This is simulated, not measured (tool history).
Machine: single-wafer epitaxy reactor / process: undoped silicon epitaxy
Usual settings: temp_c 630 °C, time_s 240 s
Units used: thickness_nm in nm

run   hour  temp_c  time_s  wafers since the last listed run  hours since the last pyrometer calibration  hours since the gauge calibration  read-back reference wafer on the same gauge, thickness_nm  thickness_nm
  1    0.0     624     240                                 0                                       942.4                              254.2                                                     32.931        23.910
  2   34.7     630     240                               171                                       977.1                              288.9                                                     32.880        26.676
  3   64.5     630     240                               147                                      1006.9                              318.7                                                     32.890        26.910
  4   83.9     630     240                                96                                      1026.3                              338.1                                                     32.897        26.957
  5  110.0     630     240                               129                                      1052.4                              364.2                                                     32.878        26.584
  6  142.4     630     240                               160                                      1084.8                              396.6                                                     32.924        26.807
  7  158.9     630     240                                81                                      1101.3                              413.1                                                     32.906        26.614
  8  180.7     630     240                               107                                      1123.1                              434.9                                                     32.933        26.580
  9  214.1     630     240                               165                                      1156.5                              468.3                                                     32.894        26.715
 10  239.3     641     240                               124                                      1181.7                              493.5                                                     32.928        32.852
 11  263.9     630     251                               121                                      1206.3                              518.1                                                     32.899        27.558
     274.7  -- gauge calibrated
 12  291.6     636     222                               137                                      1234.0                               16.9                                                     32.912        27.753
 13  306.4     636     222                                73                                      1248.8                               31.7                                                     32.902        27.491
 14  319.4     636     222                                64                                      1261.8                               44.7                                                     32.919        27.569
 15  346.4     630     208                               133                                      1288.8                               71.7                                                     32.893        22.803
 16  367.2     640     195                               102                                      1309.6                               92.5                                                     32.899        26.218
 17  394.5     641     209                               135                                      1336.9                              119.8                                                     32.858        28.138
 18  413.5     630     240                                94                                      1355.9                              138.8                                                     32.837        25.928
 19  449.2     640     228                               176                                      1391.6                              174.5                                                     32.949        30.261
 20  477.0     615     266                               137                                      1419.4                              202.3                                                     32.912        21.233
     488.4  -- pyrometer calibrated
 21  512.2     626     240                               134                                        23.8                              237.5                                                     32.832        25.348
 22  527.7     630     240                                76                                        39.3                              253.0                                                     32.908        27.593
 23  555.4     630     240                               137                                        67.0                              280.7                                                     32.950        27.475
 24  579.1     641     228                               117                                        90.7                              304.4                                                     32.857        32.378
 25  601.9     630     240                               112                                       113.5                              327.2                                                     32.948        27.530
 26  633.5     625     240                               156                                       145.1                              358.8                                                     32.884        25.141
 27  661.3     630     284                               137                                       172.9                              386.6                                                     32.912        32.686
 28  685.6     630     288                               120                                       197.2                              410.9                                                     32.842        32.999
 29  719.6     641     254                               168                                       231.2                              444.9                                                     32.896        36.581
 30  735.3     635     206                                77                                       246.9                              460.6                                                     32.877        26.196
 31  749.1     630     223                                68                                       260.7                              474.4                                                     32.925        25.612

Give the tool's hidden conditions for every run:
gauge reads high (%): 0, the same for each run
H1: wafer temperature above the value expected at the setpoint (K)
run        H1
  1     -1.25
  2     -1.34
  3     -1.43
  4     -1.48
  5     -1.56
  6     -1.66
  7     -1.71
  8     -1.78
  9     -1.89
 10     -1.97
 11     -2.06
 12     -2.15
 13     -2.21
 14     -2.25
 15     -2.35
 16     -2.43
 17     -2.53
 18     -2.61
 19     -2.75
 20     -2.86
 21    0.0136
 22    0.0122
 23     0.008
 24   0.00265
 25  -0.00402
 26   -0.0157
 27   -0.0284
 28   -0.0413
 29   -0.0621
 30   -0.0729
 31   -0.0829
